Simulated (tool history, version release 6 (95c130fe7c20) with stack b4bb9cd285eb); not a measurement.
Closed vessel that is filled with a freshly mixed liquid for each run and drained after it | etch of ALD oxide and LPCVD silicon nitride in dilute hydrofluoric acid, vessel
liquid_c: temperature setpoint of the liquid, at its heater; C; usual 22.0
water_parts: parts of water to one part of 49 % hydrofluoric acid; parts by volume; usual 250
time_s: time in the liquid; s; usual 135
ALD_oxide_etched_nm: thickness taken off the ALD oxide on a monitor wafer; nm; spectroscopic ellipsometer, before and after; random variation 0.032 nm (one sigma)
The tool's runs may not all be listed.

| run | day | liquid_c | water_parts | time_s | wafers since the last listed run | hours since the thermometer was replaced | hours since the hydrofluoric acid flow meter was replaced | hours since the gauge calibration | read-back film thickness of the ALD oxide reference wafer, read on the same gauge (nm) | ALD_oxide_etched_nm |
|---|---|---|---|---|---|---|---|---|---|---|
| 1 | 0.000 | 22.0 | 250 | 170 | 0 | 1853.1 | 1575.1 | 398.4 | 30.008 | 6.186 |
| 2 | 0.521 | 22.0 | 250 | 170 | 1720 | 1865.6 | 1587.6 | 410.9 | 30.009 | 6.168 |
| 3 | 1.738 | 22.0 | 250 | 135 | 4018 | 1894.8 | 1616.8 | 440.1 | 29.992 | 4.889 |
| 4 | 2.654 | 22.0 | 250 | 135 | 3027 | 1916.8 | 1638.8 | 462.1 | 30.003 | 4.969 |
| 5 | 3.675 | 22.0 | 250 | 135 | 3371 | 1941.3 | 1663.3 | 486.6 | 29.988 | 4.950 |
| 6 | 4.438 | 19.5 | 250 | 135 | 2518 | 1959.6 | 1681.6 | 504.9 | 29.969 | 4.526 |
| 7 | 5.121 | 19.5 | 250 | 135 | 2257 | 1976.0 | 1698.0 | 521.3 | 30.024 | 4.511 |
| 8 | 6.200 | 22.0 | 250 | 135 | 3564 | 2001.9 | 1723.9 | 547.2 | 29.991 | 4.901 |
| 9 | 6.917 | 22.0 | 250 | 135 | 2367 | 2019.1 | 1741.1 | 564.4 | 30.004 | 4.916 |
|  | 7.183 | gauge calibrated |
| 10 | 7.667 | 22.0 | 250 | 135 | 2477 | 2037.1 | 1759.1 | 11.6 | 29.995 | 4.998 |
| 11 | 9.100 | 22.0 | 250 | 135 | 4734 | 2071.5 | 1793.5 | 46.0 | 29.993 | 5.030 |
| 12 | 9.800 | 22.0 | 250 | 80 | 2312 | 2088.3 | 1810.3 | 62.8 | 29.967 | 2.950 |
|  | 10.542 | thermometer replaced |
| 13 | 11.142 | 19.5 | 250 | 195 | 4293 | 14.4 | 1842.5 | 95.0 | 29.980 | 6.467 |
| 14 | 12.379 | 26.0 | 250 | 105 | 4087 | 44.1 | 1872.2 | 124.7 | 30.026 | 4.490 |
| 15 | 13.238 | 24.0 | 250 | 170 | 2835 | 64.7 | 1892.8 | 145.3 | 29.994 | 6.862 |
| 16 | 14.267 | 19.5 | 250 | 135 | 3399 | 89.4 | 1917.5 | 170.0 | 30.012 | 4.558 |
|  | 14.983 | hydrofluoric acid flow meter replaced |
| 17 | 15.350 | 17.0 | 345 | 135 | 3440 | 115.4 | 8.8 | 196.0 | 29.997 | 2.435 |
| 18 | 16.196 | 22.0 | 250 | 180 | 2793 | 135.7 | 29.1 | 216.3 | 29.987 | 5.908 |
| 19 | 16.808 | 22.0 | 250 | 135 | 2023 | 150.4 | 43.8 | 231.0 | 29.993 | 4.370 |
| 20 | 17.896 | 22.0 | 250 | 210 | 3591 | 176.5 | 69.9 | 257.1 | 30.035 | 6.880 |
| 21 | 19.175 | 20.5 | 155 | 80 | 4224 | 207.2 | 100.6 | 287.8 | 29.986 | 4.351 |
| 22 | 20.442 | 22.0 | 250 | 135 | 4183 | 237.6 | 131.0 | 318.2 | 30.006 | 4.318 |
| 23 | 21.888 | 19.5 | 125 | 60 | 4775 | 272.3 | 165.7 | 352.9 | 30.017 | 4.056 |

Forecast each of these 5 alternatives for the next run:
| A | 21.917 | 22.0 | 160 | 135 | 96 | 273.0 | 166.4 | 353.6 | ? | ? |
| B | 21.917 | 23.5 | 250 | 135 | 96 | 273.0 | 166.4 | 353.6 | ? | ? |
| C | 21.917 | 18.0 | 215 | 190 | 96 | 273.0 | 166.4 | 353.6 | ? | ? |
| D | 21.917 | 22.0 | 195 | 135 | 96 | 273.0 | 166.4 | 353.6 | ? | ? |
| E | 21.917 | 22.0 | 370 | 200 | 96 | 273.0 | 166.4 | 353.6 | ? | ? |

| run | read-back film thickness of the ALD oxide reference wafer, read on the same gauge (nm) | ALD_oxide_etched_nm |
|---|---|---|
| A | 30.006 | 7.651 |
| B | 30.006 | 4.725 |
| C | 30.006 | 6.496 |
| D | 30.006 | 6.054 |
| E | 30.006 | 4.015 |
Without the tool's hidden state the same runs would have given:
| run | ALD_oxide_etched_nm |
|---|---|
| A | 7.440 |
| B | 4.586 |
| C | 6.314 |
| D | 5.884 |
| E | 3.890 |
